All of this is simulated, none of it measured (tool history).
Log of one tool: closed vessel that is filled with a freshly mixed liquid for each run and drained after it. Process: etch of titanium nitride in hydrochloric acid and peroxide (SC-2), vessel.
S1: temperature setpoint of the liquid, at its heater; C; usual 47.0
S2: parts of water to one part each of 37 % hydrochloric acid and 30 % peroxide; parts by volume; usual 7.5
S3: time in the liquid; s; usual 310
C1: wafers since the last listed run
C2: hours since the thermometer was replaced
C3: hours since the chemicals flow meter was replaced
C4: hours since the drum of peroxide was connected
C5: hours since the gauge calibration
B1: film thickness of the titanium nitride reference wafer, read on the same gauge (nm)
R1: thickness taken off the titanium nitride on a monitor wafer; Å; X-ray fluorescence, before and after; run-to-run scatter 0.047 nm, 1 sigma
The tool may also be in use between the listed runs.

run 1 hour=0.0 | S1=47.0 S2=10.0 S3=310 | C1=0 C2=420.4 C3=1032.0 C4=1256.9 C5=315.4 | B1=130.01 | R1=55.3
run 2 hour=107.2 | S1=47.0 S2=10.0 S3=310 | C1=12475 C2=527.6 C3=1139.2 C4=1364.1 C5=422.6 | B1=130.00 | R1=56.4
run 3 hour=187.3 | S1=47.0 S2=10.0 S3=310 | C1=9321 C2=607.7 C3=1219.3 C4=1444.2 C5=502.7 | B1=130.04 | R1=55.1
run 4 hour=276.1 | S1=47.0 S2=5.0 S3=310 | C1=10333 C2=696.5 C3=1308.1 C4=1533.0 C5=591.5 | B1=130.01 | R1=95.0
run 5 hour=364.0 | S1=47.0 S2=7.5 S3=310 | C1=10229 C2=784.4 C3=1396.0 C4=1620.9 C5=679.4 | B1=130.00 | R1=69.1
-- hour=430.9 new drum of peroxide connected
-- hour=431.1 gauge calibrated
run 6 hour=433.9 | S1=47.0 S2=7.5 S3=310 | C1=8018 C2=854.3 C3=1465.9 C4=3.0 C5=2.8 | B1=130.00 | R1=73.9
run 7 hour=513.3 | S1=47.0 S2=7.5 S3=310 | C1=9239 C2=933.7 C3=1545.3 C4=82.4 C5=82.2 | B1=130.00 | R1=73.4
run 8 hour=552.7 | S1=47.0 S2=7.5 S3=270 | C1=4585 C2=973.1 C3=1584.7 C4=121.8 C5=121.6 | B1=129.99 | R1=64.6
-- hour=595.5 thermometer replaced
run 9 hour=598.9 | S1=47.0 S2=7.5 S3=270 | C1=5260 C2=3.4 C3=1630.9 C4=168.0 C5=167.8 | B1=130.03 | R1=64.6
run 10 hour=693.3 | S1=47.0 S2=7.5 S3=310 | C1=10985 C2=97.8 C3=1725.3 C4=262.4 C5=262.2 | B1=130.03 | R1=73.9
run 11 hour=755.5 | S1=49.5 S2=7.5 S3=150 | C1=7238 C2=160.0 C3=1787.5 C4=324.6 C5=324.4 | B1=130.03 | R1=41.7
run 12 hour=812.5 | S1=40.5 S2=4.0 S3=310 | C1=6633 C2=217.0 C3=1844.5 C4=381.6 C5=381.4 | B1=130.02 | R1=73.5
-- hour=823.6 chemicals flow meter replaced
run 13 hour=866.0 | S1=47.0 S2=7.5 S3=310 | C1=6109 C2=270.5 C3=42.4 C4=435.1 C5=434.9 | B1=130.03 | R1=72.4
run 14 hour=952.1 | S1=50.0 S2=10.5 S3=190 | C1=10019 C2=356.6 C3=128.5 C4=521.2 C5=521.0 | B1=130.03 | R1=41.5
run 15 hour=1020.7 | S1=54.0 S2=9.5 S3=405 | C1=7983 C2=425.2 C3=197.1 C4=589.8 C5=589.6 | B1=130.05 | R1=123.9
run 16 hour=1077.6 | S1=47.0 S2=4.0 S3=160 | C1=6621 C2=482.1 C3=254.0 C4=646.7 C5=646.5 | B1=129.94 | R1=59.0
run 17 hour=1146.4 | S1=47.0 S2=7.5 S3=375 | C1=8006 C2=550.9 C3=322.8 C4=715.5 C5=715.3 | B1=130.02 | R1=86.6
-- hour=1186.5 gauge calibrated
run 18 hour=1251.2 | S1=47.0 S2=7.5 S3=310 | C1=12195 C2=655.7 C3=427.6 C4=820.3 C5=64.7 | B1=130.01 | R1=71.4
run 19 hour=1310.2 | S1=42.0 S2=4.0 S3=180 | C1=6865 C2=714.7 C3=486.6 C4=879.3 C5=123.7 | B1=130.01 | R1=46.5
run 20 hour=1398.1 | S1=47.0 S2=4.0 S3=420 | C1=10229 C2=802.6 C3=574.5 C4=967.2 C5=211.6 | B1=130.01 | R1=153.3

The tool's hidden state at each run:
liquid colder than its thermometer reads (K): 0, the same for each run
chemicals flow below the setpoint (%): 0, the same for each run
gauge reads high (%): 0, the same for each run
H1: peroxide weaker than its label (%)
run=1 H1=5.69
run=2 H1=6.14
run=3 H1=6.48
run=4 H1=6.85
run=5 H1=7.22
run=6 H1=1.24
run=7 H1=1.58
run=8 H1=1.74
run=9 H1=1.94
run=10 H1=2.34
run=11 H1=2.6
run=12 H1=2.84
run=13 H1=3.06
run=14 H1=3.43
run=15 H1=3.72
run=16 H1=3.96
run=17 H1=4.25
run=18 H1=4.69
run=19 H1=4.94
run=20 H1=5.31

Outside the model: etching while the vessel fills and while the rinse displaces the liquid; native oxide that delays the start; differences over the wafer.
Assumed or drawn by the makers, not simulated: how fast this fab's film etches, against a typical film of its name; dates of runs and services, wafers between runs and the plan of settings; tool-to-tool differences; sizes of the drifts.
